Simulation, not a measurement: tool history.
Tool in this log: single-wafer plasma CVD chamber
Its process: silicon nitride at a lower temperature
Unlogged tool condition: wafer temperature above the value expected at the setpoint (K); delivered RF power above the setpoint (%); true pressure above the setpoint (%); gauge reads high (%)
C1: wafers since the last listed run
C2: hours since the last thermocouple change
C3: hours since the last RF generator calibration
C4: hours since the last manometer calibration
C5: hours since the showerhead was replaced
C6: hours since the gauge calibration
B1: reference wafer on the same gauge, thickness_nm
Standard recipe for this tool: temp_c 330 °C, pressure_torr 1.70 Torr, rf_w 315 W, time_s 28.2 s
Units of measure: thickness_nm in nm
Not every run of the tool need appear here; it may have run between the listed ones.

{"run": 1, "hour": 0.0, "temp_c": 330, "pressure_torr": 1.7, "rf_w": 330, "time_s": 28.2, "C1": 0, "C2": 2361.6, "C3": 553.4, "C4": 608.1, "C5": 5367.2, "C6": 1601.4, "B1": 34.972, "thickness_nm": 34.635}
{"hour": 64.3, "done": "showerhead replaced, of another model than before"}
{"run": 2, "hour": 67.9, "temp_c": 340, "pressure_torr": 1.7, "rf_w": 315, "time_s": 28.2, "C1": 1674, "C2": 2429.5, "C3": 621.3, "C4": 676.0, "C5": 3.6, "C6": 1669.3, "B1": 35.037, "thickness_nm": 32.623}
{"run": 3, "hour": 113.0, "temp_c": 340, "pressure_torr": 1.7, "rf_w": 315, "time_s": 28.2, "C1": 1260, "C2": 2474.6, "C3": 666.4, "C4": 721.1, "C5": 48.7, "C6": 1714.4, "B1": 34.919, "thickness_nm": 32.86}
{"run": 4, "hour": 167.5, "temp_c": 340, "pressure_torr": 1.7, "rf_w": 315, "time_s": 28.2, "C1": 1523, "C2": 2529.1, "C3": 720.9, "C4": 775.6, "C5": 103.2, "C6": 1768.9, "B1": 35.003, "thickness_nm": 32.899}
{"hour": 175.5, "done": "thermocouple changed; heater temperature recalibrated"}
{"run": 5, "hour": 208.9, "temp_c": 341, "pressure_torr": 1.7, "rf_w": 315, "time_s": 28.2, "C1": 933, "C2": 33.4, "C3": 762.3, "C4": 817.0, "C5": 144.6, "C6": 1810.3, "B1": 35.005, "thickness_nm": 33.309}
{"hour": 211.7, "done": "gauge calibrated"}
{"run": 6, "hour": 337.7, "temp_c": 341, "pressure_torr": 1.7, "rf_w": 315, "time_s": 28.2, "C1": 3600, "C2": 162.2, "C3": 891.1, "C4": 945.8, "C5": 273.4, "C6": 126.0, "B1": 35.008, "thickness_nm": 32.985}
{"hour": 383.2, "done": "capacitance manometer re-zeroed and calibrated"}
{"run": 7, "hour": 399.9, "temp_c": 325, "pressure_torr": 1.7, "rf_w": 315, "time_s": 28.2, "C1": 1515, "C2": 224.4, "C3": 953.3, "C4": 16.7, "C5": 335.6, "C6": 188.2, "B1": 34.974, "thickness_nm": 32.807}
{"run": 8, "hour": 461.3, "temp_c": 330, "pressure_torr": 1.7, "rf_w": 315, "time_s": 28.2, "C1": 1716, "C2": 285.8, "C3": 1014.7, "C4": 78.1, "C5": 397.0, "C6": 249.6, "B1": 34.959, "thickness_nm": 32.899}
{"run": 9, "hour": 500.2, "temp_c": 330, "pressure_torr": 2.11, "rf_w": 265, "time_s": 28.2, "C1": 1087, "C2": 324.7, "C3": 1053.6, "C4": 117.0, "C5": 435.9, "C6": 288.5, "B1": 34.993, "thickness_nm": 32.923}
{"run": 10, "hour": 538.0, "temp_c": 330, "pressure_torr": 1.7, "rf_w": 315, "time_s": 28.2, "C1": 1056, "C2": 362.5, "C3": 1091.4, "C4": 154.8, "C5": 473.7, "C6": 326.3, "B1": 35.056, "thickness_nm": 32.871}
{"run": 11, "hour": 608.8, "temp_c": 330, "pressure_torr": 1.7, "rf_w": 285, "time_s": 28.2, "C1": 1979, "C2": 433.3, "C3": 1162.2, "C4": 225.6, "C5": 544.5, "C6": 397.1, "B1": 35.036, "thickness_nm": 31.324}
{"run": 12, "hour": 647.5, "temp_c": 330, "pressure_torr": 1.88, "rf_w": 315, "time_s": 28.2, "C1": 1081, "C2": 472.0, "C3": 1200.9, "C4": 264.3, "C5": 583.2, "C6": 435.8, "B1": 34.949, "thickness_nm": 34.245}
{"run": 13, "hour": 685.8, "temp_c": 330, "pressure_torr": 1.7, "rf_w": 315, "time_s": 28.2, "C1": 1070, "C2": 510.3, "C3": 1239.2, "C4": 302.6, "C5": 621.5, "C6": 474.1, "B1": 34.989, "thickness_nm": 32.675}
{"run": 14, "hour": 720.8, "temp_c": 330, "pressure_torr": 2.01, "rf_w": 315, "time_s": 31.9, "C1": 978, "C2": 545.3, "C3": 1274.2, "C4": 337.6, "C5": 656.5, "C6": 509.1, "B1": 35.045, "thickness_nm": 39.367}
{"run": 15, "hour": 757.8, "temp_c": 330, "pressure_torr": 1.7, "rf_w": 295, "time_s": 25.0, "C1": 1034, "C2": 582.3, "C3": 1311.2, "C4": 374.6, "C5": 693.5, "C6": 546.1, "B1": 34.975, "thickness_nm": 28.424}
{"run": 16, "hour": 827.1, "temp_c": 330, "pressure_torr": 1.7, "rf_w": 315, "time_s": 28.2, "C1": 1937, "C2": 651.6, "C3": 1380.5, "C4": 443.9, "C5": 762.8, "C6": 615.4, "B1": 34.978, "thickness_nm": 32.33}
{"run": 17, "hour": 861.1, "temp_c": 318, "pressure_torr": 1.7, "rf_w": 340, "time_s": 28.2, "C1": 950, "C2": 685.6, "C3": 1414.5, "C4": 477.9, "C5": 796.8, "C6": 649.4, "B1": 34.971, "thickness_nm": 33.834}
{"hour": 901.4, "done": "RF generator calibrated"}
{"run": 18, "hour": 927.4, "temp_c": 334, "pressure_torr": 1.7, "rf_w": 315, "time_s": 28.2, "C1": 1629, "C2": 751.9, "C3": 26.0, "C4": 544.2, "C5": 863.1, "C6": 715.7, "B1": 34.972, "thickness_nm": 32.991}
{"run": 19, "hour": 989.5, "temp_c": 335, "pressure_torr": 1.54, "rf_w": 255, "time_s": 33.0, "C1": 1736, "C2": 814.0, "C3": 88.1, "C4": 606.3, "C5": 925.2, "C6": 777.8, "B1": 34.974, "thickness_nm": 33.823}
{"run": 20, "hour": 1048.5, "temp_c": 341, "pressure_torr": 1.7, "rf_w": 315, "time_s": 28.2, "C1": 1649, "C2": 873.0, "C3": 147.1, "C4": 665.3, "C5": 984.2, "C6": 836.8, "B1": 34.958, "thickness_nm": 33.136}
{"run": 21, "hour": 1087.1, "temp_c": 330, "pressure_torr": 1.49, "rf_w": 315, "time_s": 28.2, "C1": 1079, "C2": 911.6, "C3": 185.7, "C4": 703.9, "C5": 1022.8, "C6": 875.4, "B1": 35.012, "thickness_nm": 31.509}
{"run": 22, "hour": 1114.1, "temp_c": 321, "pressure_torr": 1.41, "rf_w": 315, "time_s": 28.2, "C1": 754, "C2": 938.6, "C3": 212.7, "C4": 730.9, "C5": 1049.8, "C6": 902.4, "B1": 35.039, "thickness_nm": 30.628}
{"run": 23, "hour": 1160.7, "temp_c": 316, "pressure_torr": 1.7, "rf_w": 315, "time_s": 28.2, "C1": 1302, "C2": 985.2, "C3": 259.3, "C4": 777.5, "C5": 1096.4, "C6": 949.0, "B1": 34.976, "thickness_nm": 33.224}
{"run": 24, "hour": 1208.1, "temp_c": 341, "pressure_torr": 1.7, "rf_w": 315, "time_s": 28.2, "C1": 1325, "C2": 1032.6, "C3": 306.7, "C4": 824.9, "C5": 1143.8, "C6": 996.4, "B1": 35.013, "thickness_nm": 33.196}
{"run": 25, "hour": 1263.4, "temp_c": 330, "pressure_torr": 1.7, "rf_w": 315, "time_s": 33.6, "C1": 1546, "C2": 1087.9, "C3": 362.0, "C4": 880.2, "C5": 1199.1, "C6": 1051.7, "B1": 35.005, "thickness_nm": 39.681}
{"hour": 1280.1, "done": "capacitance manometer re-zeroed and calibrated"}
{"run": 26, "hour": 1298.5, "temp_c": 330, "pressure_torr": 1.7, "rf_w": 315, "time_s": 28.2, "C1": 757, "C2": 1123.0, "C3": 397.1, "C4": 18.4, "C5": 1234.2, "C6": 1086.8, "B1": 35.04, "thickness_nm": 33.111}
{"run": 27, "hour": 1323.0, "temp_c": 330, "pressure_torr": 1.7, "rf_w": 315, "time_s": 23.4, "C1": 684, "C2": 1147.5, "C3": 421.6, "C4": 42.9, "C5": 1258.7, "C6": 1111.3, "B1": 34.94, "thickness_nm": 27.399}
{"run": 28, "hour": 1366.6, "temp_c": 330, "pressure_torr": 1.7, "rf_w": 315, "time_s": 28.2, "C1": 1218, "C2": 1191.1, "C3": 465.2, "C4": 86.5, "C5": 1302.3, "C6": 1154.9, "B1": 35.028, "thickness_nm": 33.117}
{"run": 29, "hour": 1419.4, "temp_c": 330, "pressure_torr": 1.7, "rf_w": 280, "time_s": 29.8, "C1": 1476, "C2": 1243.9, "C3": 518.0, "C4": 139.3, "C5": 1355.1, "C6": 1207.7, "B1": 34.975, "thickness_nm": 33.238}

3 ways to go on from here, each from the tool as it stands after run 29. What would each give?
{"run": "A", "hour": 1419.8, "temp_c": 330, "pressure_torr": 1.7, "rf_w": 315, "time_s": 28.2, "C1": 11, "C2": 1244.3, "C3": 518.4, "C4": 139.7, "C5": 1355.5, "C6": 1208.1, "B1": "?", "thickness_nm": "?"}
{"run": "B", "hour": 1419.8, "temp_c": 338, "pressure_torr": 1.48, "rf_w": 375, "time_s": 26.1, "C1": 11, "C2": 1244.3, "C3": 518.4, "C4": 139.7, "C5": 1355.5, "C6": 1208.1, "B1": "?", "thickness_nm": "?"}
{"run": "C", "hour": 1419.8, "temp_c": 337, "pressure_torr": 1.7, "rf_w": 315, "time_s": 28.2, "C1": 11, "C2": 1244.3, "C3": 518.4, "C4": 139.7, "C5": 1355.5, "C6": 1208.1, "B1": "?", "thickness_nm": "?"}

run=A B1=35.030 thickness_nm=33.150
run=B B1=35.030 thickness_nm=31.342
run=C B1=35.030 thickness_nm=33.076
With the hidden condition removed and each run's random variation left untouched, the same runs would have given:
run=A thickness_nm=33.273
run=B thickness_nm=31.453
run=C thickness_nm=33.198

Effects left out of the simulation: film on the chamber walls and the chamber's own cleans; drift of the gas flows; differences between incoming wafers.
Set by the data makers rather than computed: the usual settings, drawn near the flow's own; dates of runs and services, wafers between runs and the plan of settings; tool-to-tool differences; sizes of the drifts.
